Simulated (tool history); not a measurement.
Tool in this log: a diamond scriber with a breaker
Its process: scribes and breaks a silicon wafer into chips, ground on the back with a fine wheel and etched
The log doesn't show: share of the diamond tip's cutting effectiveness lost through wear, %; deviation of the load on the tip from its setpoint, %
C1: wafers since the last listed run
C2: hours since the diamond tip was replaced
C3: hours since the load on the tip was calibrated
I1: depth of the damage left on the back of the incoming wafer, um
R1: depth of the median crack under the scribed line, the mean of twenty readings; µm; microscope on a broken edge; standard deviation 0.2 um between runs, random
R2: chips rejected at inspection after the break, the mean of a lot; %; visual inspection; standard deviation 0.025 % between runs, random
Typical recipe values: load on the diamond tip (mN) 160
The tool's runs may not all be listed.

run 1 day=0.000 | load_on_the_diamond_tip_(mN)=160 | C1=0 C2=146.8 C3=1636.8 | I1=0.60 | R1=13.41 R2=1.00
run 2 day=1.821 | load_on_the_diamond_tip_(mN)=160 | C1=110 C2=190.5 C3=1680.5 | I1=0.41 | R1=13.07 R2=1.05
run 3 day=3.400 | load_on_the_diamond_tip_(mN)=160 | C1=95 C2=228.4 C3=1718.4 | I1=0.34 | R1=13.26 R2=1.08
run 4 day=5.296 | load_on_the_diamond_tip_(mN)=160 | C1=114 C2=273.9 C3=1763.9 | I1=0.38 | R1=13.08 R2=1.22
run 5 day=7.258 | load_on_the_diamond_tip_(mN)=189 | C1=118 C2=321.0 C3=1811.0 | I1=0.79 | R1=14.11 R2=0.74
run 6 day=9.771 | load_on_the_diamond_tip_(mN)=189 | C1=151 C2=381.3 C3=1871.3 | I1=0.35 | R1=13.81 R2=0.72
run 7 day=11.825 | load_on_the_diamond_tip_(mN)=189 | C1=124 C2=430.6 C3=1920.6 | I1=0.43 | R1=13.87 R2=0.77
run 8 day=13.221 | load_on_the_diamond_tip_(mN)=160 | C1=84 C2=464.1 C3=1954.1 | I1=0.70 | R1=12.98 R2=1.51
run 9 day=15.142 | load_on_the_diamond_tip_(mN)=187 | C1=116 C2=510.2 C3=2000.2 | I1=0.53 | R1=13.88 R2=0.79
-- day=15.317 load on the tip recalibrated
run 10 day=16.983 | load_on_the_diamond_tip_(mN)=187 | C1=106 C2=554.4 C3=40.0 | I1=0.77 | R1=13.70 R2=0.81
-- day=19.896 diamond tip replaced by a new one
run 11 day=19.917 | load_on_the_diamond_tip_(mN)=172 | C1=172 C2=0.5 C3=110.4 | I1=0.69 | R1=12.03 R2=3.53
run 12 day=20.946 | load_on_the_diamond_tip_(mN)=203 | C1=62 C2=25.2 C3=135.1 | I1=0.74 | R1=12.63 R2=1.95
run 13 day=22.829 | load_on_the_diamond_tip_(mN)=182 | C1=113 C2=70.4 C3=180.3 | I1=0.58 | R1=11.88 R2=3.68
run 14 day=24.425 | load_on_the_diamond_tip_(mN)=144 | C1=96 C2=108.7 C3=218.6 | I1=0.71 | R1=10.33 R2=9.37
-- day=25.171 diamond tip replaced by a new one, repeated, since the last time left the tool worse
run 15 day=25.704 | load_on_the_diamond_tip_(mN)=160 | C1=72 C2=12.8 C3=249.3 | I1=0.65 | R1=14.04 R2=0.76
run 16 day=29.358 | load_on_the_diamond_tip_(mN)=182 | C1=220 C2=100.5 C3=337.0 | I1=0.55 | R1=14.34 R2=0.85
run 17 day=30.621 | load_on_the_diamond_tip_(mN)=160 | C1=76 C2=130.8 C3=367.3 | I1=0.51 | R1=13.70 R2=1.02
run 18 day=32.633 | load_on_the_diamond_tip_(mN)=183 | C1=121 C2=179.1 C3=415.6 | I1=0.73 | R1=14.09 R2=0.80
run 19 day=39.783 | load_on_the_diamond_tip_(mN)=160 | C1=432 C2=350.7 C3=587.2 | I1=0.59 | R1=12.73 R2=1.35
run 20 day=42.296 | load_on_the_diamond_tip_(mN)=174 | C1=151 C2=411.0 C3=647.5 | I1=0.48 | R1=13.29 R2=0.94

Here are 4 independent what-if runs from the current tool condition. What would each one return?
run A day=42.325 | load_on_the_diamond_tip_(mN)=126 | C1=1 C2=411.7 C3=648.2 | I1=0.45 | R1=? R2=?
run B day=42.325 | load_on_the_diamond_tip_(mN)=201 | C1=1 C2=411.7 C3=648.2 | I1=0.45 | R1=? R2=?
run C day=42.325 | load_on_the_diamond_tip_(mN)=114 | C1=1 C2=411.7 C3=648.2 | I1=0.45 | R1=? R2=?
run D day=42.325 | load_on_the_diamond_tip_(mN)=143 | C1=1 C2=411.7 C3=648.2 | I1=0.45 | R1=? R2=?

run=A R1=11.46 R2=4.30
run=B R1=14.26 R2=0.80
run=C R1=10.98 R2=5.97
run=D R1=12.12 R2=2.56
With the hidden condition removed and each run's random variation left untouched, the same runs would have given:
run=A R1=12.50 R2=1.85
run=B R1=15.55 R2=1.91
run=C R1=11.97 R2=2.89
run=D R1=13.22 R2=1.01
